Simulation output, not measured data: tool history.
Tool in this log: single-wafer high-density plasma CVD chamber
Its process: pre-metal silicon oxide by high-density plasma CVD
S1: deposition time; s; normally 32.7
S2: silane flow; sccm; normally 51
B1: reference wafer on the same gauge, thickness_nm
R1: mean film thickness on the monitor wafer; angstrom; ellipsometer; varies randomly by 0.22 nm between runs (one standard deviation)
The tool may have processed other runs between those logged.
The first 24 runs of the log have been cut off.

run	hour	S1	S2	B1	R1
25	337.6	32.7	43	159.005	1298.82
26	354.2	37.8	59	158.955	1885.49
27	366.4	32.7	48	159.016	1400.81
28	376.8	32.7	57	159.015	1587.07
29	385.8	27.4	43	158.994	1088.08
30	403	35.2	51	158.997	1575.81
31	417.3	35	44	159.012	1408.03
32	430.7	32.7	60	159.026	1641.63
33	441	35.8	46	158.894	1486.4
34	448.5	32.7	51	158.933	1456.48

Each row is a separate what-if for the run after 34, all from the same tool condition, not one after another. Results?
A	448.9	29.3	51	?	?
B	448.9	28.2	57	?	?
C	448.9	39.2	45	?	?
D	448.9	38.9	51	?	?

run	B1	R1
A	159.127	1307.91
B	159.127	1365.05
C	159.127	1602.14
D	159.127	1736.44
What these runs would have given with no unlogged condition in the tool:
run	R1
A	1316.58
B	1374.1
C	1612.76
D	1747.95
